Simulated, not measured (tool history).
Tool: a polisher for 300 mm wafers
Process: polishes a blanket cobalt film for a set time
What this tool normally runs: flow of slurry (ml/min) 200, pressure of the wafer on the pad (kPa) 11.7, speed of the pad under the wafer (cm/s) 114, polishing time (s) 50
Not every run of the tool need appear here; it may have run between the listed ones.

run   hour  flow of slurry (ml/min)  pressure of the wafer on the pad (kPa)  speed of the pad under the wafer (cm/s)  polishing time (s)  wafers since the last listed run  wafers polished on this pad  hours since the slurry nozzle was cleaned  hours since the head pressure was calibrated  incoming thickness of the incoming film, nm  film removed (Å)
  1    0.0                      200                                    11.7                                      114                  36                                 0                          863                                      224.7                                         775.6                                        821.6              1336
  2    8.7                      200                                    13.1                                      114                  50                               117                          981                                      233.4                                         784.3                                        817.3              1978
  3   19.8                      240                                    13.1                                      114                  50                               150                         1131                                      244.5                                         795.4                                        840.5              2020
  4   36.7                      200                                    11.7                                      114                  50                               228                         1360                                      261.4                                         812.3                                        840.7              1873
      48.0  -- worn pad replaced by a new one
  5   48.5                      150                                     9.0                                      114                  50                               105                            6                                      273.2                                         824.1                                        817.7              1615
  6   55.7                      150                                     9.0                                      114                  50                                97                          104                                      280.4                                         831.3                                        822.0              1584
  7   64.8                      200                                    11.7                                      114                  50                               123                          227                                      289.5                                         840.4                                        832.3              1937
  8   82.3                      200                                    11.7                                      114                  50                               237                          464                                      307.0                                         857.9                                        830.7              1895
  9  110.2                      220                                    10.3                                      114                  50                               378                          842                                      334.9                                         885.8                                        835.7              1749
 10  116.3                      220                                    10.3                                      114                  50                                82                          925                                      341.0                                         891.9                                        827.5              1758
     126.4  -- slurry nozzle cleaned
     147.2  -- worn pad replaced by a new one
 11  149.9                      220                                    10.3                                      114                  50                               387                           36                                       23.5                                         925.5                                        833.3              1864
 12  157.6                      250                                    11.7                                      114                  50                               104                          141                                       31.2                                         933.2                                        832.6              2003
 13  196.8                      220                                    11.7                                      114                  50                               531                          672                                       70.4                                         972.4                                        831.6              1900
 14  208.2                      200                                    11.7                                       82                  45                               154                          826                                       81.8                                         983.8                                        829.6              1208

Expected results for the next run?
     218.9  -- head pressure recalibrated
 15  223.6                      200                                    11.7                                      114                  50                               181                         1008                                       97.2                                           4.7                                        814.4                 ?

{"run 15": {"film removed (Å)": 1882}}
Without the tool's hidden state the same run would have given film removed (Å) 2001.
